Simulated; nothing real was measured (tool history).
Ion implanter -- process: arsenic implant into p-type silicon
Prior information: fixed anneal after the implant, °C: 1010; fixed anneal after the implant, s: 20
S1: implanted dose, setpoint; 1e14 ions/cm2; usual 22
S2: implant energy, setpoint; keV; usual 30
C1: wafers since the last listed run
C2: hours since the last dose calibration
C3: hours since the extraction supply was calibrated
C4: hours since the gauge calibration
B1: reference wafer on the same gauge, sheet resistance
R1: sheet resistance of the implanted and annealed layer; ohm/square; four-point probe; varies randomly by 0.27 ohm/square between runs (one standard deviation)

{"run": 1, "hour": 0.0, "S1": 19.7, "S2": 30, "C1": 0, "C2": 619, "C3": 4179, "C4": 416.6, "B1": 83.43, "R1": 83.64}
{"run": 2, "hour": 35.6, "S1": 19.7, "S2": 30, "C1": 679, "C2": 654.6, "C3": 4214.6, "C4": 452.2, "B1": 83.4, "R1": 83.93}
{"run": 3, "hour": 54.5, "S1": 19.7, "S2": 30, "C1": 360, "C2": 673.5, "C3": 4233.5, "C4": 471.1, "B1": 83.34, "R1": 84.22}
{"run": 4, "hour": 86.5, "S1": 19.99, "S2": 30, "C1": 610, "C2": 705.5, "C3": 4265.5, "C4": 503.1, "B1": 83.39, "R1": 83.36}
{"run": 5, "hour": 121.4, "S1": 19.99, "S2": 30, "C1": 666, "C2": 740.4, "C3": 4300.4, "C4": 538, "B1": 83.41, "R1": 82.99}
{"run": 6, "hour": 146.3, "S1": 22, "S2": 30, "C1": 475, "C2": 765.3, "C3": 4325.3, "C4": 562.9, "B1": 83.46, "R1": 81.67}
{"run": 7, "hour": 170.9, "S1": 22, "S2": 30, "C1": 469, "C2": 789.9, "C3": 4349.9, "C4": 587.5, "B1": 83.4, "R1": 81.41}
{"run": 8, "hour": 200.7, "S1": 23.64, "S2": 30, "C1": 568, "C2": 819.7, "C3": 4379.7, "C4": 617.3, "B1": 83.44, "R1": 80.54}
{"run": 9, "hour": 224.3, "S1": 22, "S2": 27, "C1": 450, "C2": 843.3, "C3": 4403.3, "C4": 640.9, "B1": 83.42, "R1": 84.77}
{"run": 10, "hour": 238.4, "S1": 22, "S2": 27, "C1": 269, "C2": 857.4, "C3": 4417.4, "C4": 655, "B1": 83.38, "R1": 84.79}
{"run": 11, "hour": 251.0, "S1": 22, "S2": 27, "C1": 240, "C2": 870, "C3": 4430, "C4": 667.6, "B1": 83.38, "R1": 85.21}
{"run": 12, "hour": 274.9, "S1": 22, "S2": 30, "C1": 456, "C2": 893.9, "C3": 4453.9, "C4": 691.5, "B1": 83.39, "R1": 81.74}
{"run": 13, "hour": 296.0, "S1": 22, "S2": 30, "C1": 402, "C2": 915, "C3": 4475, "C4": 712.6, "B1": 83.32, "R1": 81.61}
{"run": 14, "hour": 324.2, "S1": 22, "S2": 30, "C1": 538, "C2": 943.2, "C3": 4503.2, "C4": 740.8, "B1": 83.39, "R1": 81.72}
{"run": 15, "hour": 347.5, "S1": 22, "S2": 37.5, "C1": 444, "C2": 966.5, "C3": 4526.5, "C4": 764.1, "B1": 83.38, "R1": 74.52}
{"run": 16, "hour": 385.0, "S1": 22, "S2": 30, "C1": 715, "C2": 1004, "C3": 4564, "C4": 801.6, "B1": 83.36, "R1": 81.43}
{"run": 17, "hour": 406.3, "S1": 22, "S2": 30, "C1": 406, "C2": 1025.3, "C3": 4585.3, "C4": 822.9, "B1": 83.46, "R1": 81.35}
{"run": 18, "hour": 439.3, "S1": 22, "S2": 30, "C1": 629, "C2": 1058.3, "C3": 4618.3, "C4": 855.9, "B1": 83.44, "R1": 81.48}
{"run": 19, "hour": 463.8, "S1": 18.88, "S2": 24, "C1": 467, "C2": 1082.8, "C3": 4642.8, "C4": 880.4, "B1": 83.41, "R1": 91.6}
{"run": 20, "hour": 480.5, "S1": 27.58, "S2": 25, "C1": 318, "C2": 1099.5, "C3": 4659.5, "C4": 897.1, "B1": 83.48, "R1": 84.71}
{"run": 21, "hour": 501.3, "S1": 22, "S2": 30, "C1": 396, "C2": 1120.3, "C3": 4680.3, "C4": 917.9, "B1": 83.44, "R1": 81.66}
{"run": 22, "hour": 516.2, "S1": 22, "S2": 30, "C1": 284, "C2": 1135.2, "C3": 4695.2, "C4": 932.8, "B1": 83.37, "R1": 81.78}
{"run": 23, "hour": 529.9, "S1": 22, "S2": 33.5, "C1": 261, "C2": 1148.9, "C3": 4708.9, "C4": 946.5, "B1": 83.43, "R1": 78.32}
{"run": 24, "hour": 562.0, "S1": 22, "S2": 30, "C1": 612, "C2": 1181, "C3": 4741, "C4": 978.6, "B1": 83.37, "R1": 81.4}
{"run": 25, "hour": 582.5, "S1": 27.6, "S2": 20.5, "C1": 391, "C2": 1201.5, "C3": 4761.5, "C4": 999.1, "B1": 83.4, "R1": 90.87}
{"run": 26, "hour": 617.4, "S1": 27.58, "S2": 25, "C1": 666, "C2": 1236.4, "C3": 4796.4, "C4": 1034, "B1": 83.44, "R1": 84.26}
{"run": 27, "hour": 640.4, "S1": 15.44, "S2": 30, "C1": 438, "C2": 1259.4, "C3": 4819.4, "C4": 1057, "B1": 83.33, "R1": 90.07}
{"hour": 649.3, "done": "Faraday cup replaced and dose calibrated"}
{"run": 28, "hour": 653.2, "S1": 19.64, "S2": 21.5, "C1": 91, "C2": 3.9, "C3": 4832.2, "C4": 1069.8, "B1": 83.45, "R1": 94.83}
{"run": 29, "hour": 686.0, "S1": 17.98, "S2": 34.5, "C1": 625, "C2": 36.7, "C3": 4865, "C4": 1102.6, "B1": 83.39, "R1": 82.06}
{"run": 30, "hour": 702.6, "S1": 22, "S2": 39, "C1": 316, "C2": 53.3, "C3": 4881.6, "C4": 1119.2, "B1": 83.39, "R1": 73.37}
{"hour": 743.6, "done": "gauge calibrated"}
{"run": 31, "hour": 750.0, "S1": 19.68, "S2": 20, "C1": 904, "C2": 100.7, "C3": 4929, "C4": 6.4, "B1": 83.41, "R1": 96.87}
{"run": 32, "hour": 771.9, "S1": 16.8, "S2": 22, "C1": 417, "C2": 122.6, "C3": 4950.9, "C4": 28.3, "B1": 83.43, "R1": 97.62}
{"hour": 797.1, "done": "extraction supply calibrated"}
{"run": 33, "hour": 804.0, "S1": 28.1, "S2": 40, "C1": 459, "C2": 154.7, "C3": 6.9, "C4": 60.4, "B1": 83.43, "R1": 68.2}
{"run": 34, "hour": 839.3, "S1": 23.91, "S2": 30, "C1": 673, "C2": 190, "C3": 42.2, "C4": 95.7, "B1": 83.41, "R1": 79.83}
{"run": 35, "hour": 872.3, "S1": 24.64, "S2": 37.5, "C1": 629, "C2": 223, "C3": 75.2, "C4": 128.7, "B1": 83.38, "R1": 72.88}
{"run": 36, "hour": 887.3, "S1": 23.65, "S2": 20.5, "C1": 286, "C2": 238, "C3": 90.2, "C4": 143.7, "B1": 83.48, "R1": 92.23}
{"run": 37, "hour": 909.5, "S1": 25.02, "S2": 36.5, "C1": 423, "C2": 260.2, "C3": 112.4, "C4": 165.9, "B1": 83.34, "R1": 72.67}
{"run": 38, "hour": 984.8, "S1": 16.1, "S2": 35.5, "C1": 1437, "C2": 335.5, "C3": 187.7, "C4": 241.2, "B1": 83.43, "R1": 84.44}
{"run": 39, "hour": 1016.8, "S1": 22, "S2": 30, "C1": 610, "C2": 367.5, "C3": 219.7, "C4": 273.2, "B1": 83.38, "R1": 81.7}

What differs in the tool's unlogged condition from the final listed run ahead of each entry between runs to the first listed run following it?
Between runs 27 and 28: Faraday cup replaced and dose calibrated (hour 649.3)
  no difference in the tool's unlogged condition between these two runs
Between runs 30 and 31: gauge calibrated (hour 743.6)
  no difference in the tool's unlogged condition between these two runs
Between runs 32 and 33: extraction supply calibrated (hour 797.1)
  no difference in the tool's unlogged condition between these two runs

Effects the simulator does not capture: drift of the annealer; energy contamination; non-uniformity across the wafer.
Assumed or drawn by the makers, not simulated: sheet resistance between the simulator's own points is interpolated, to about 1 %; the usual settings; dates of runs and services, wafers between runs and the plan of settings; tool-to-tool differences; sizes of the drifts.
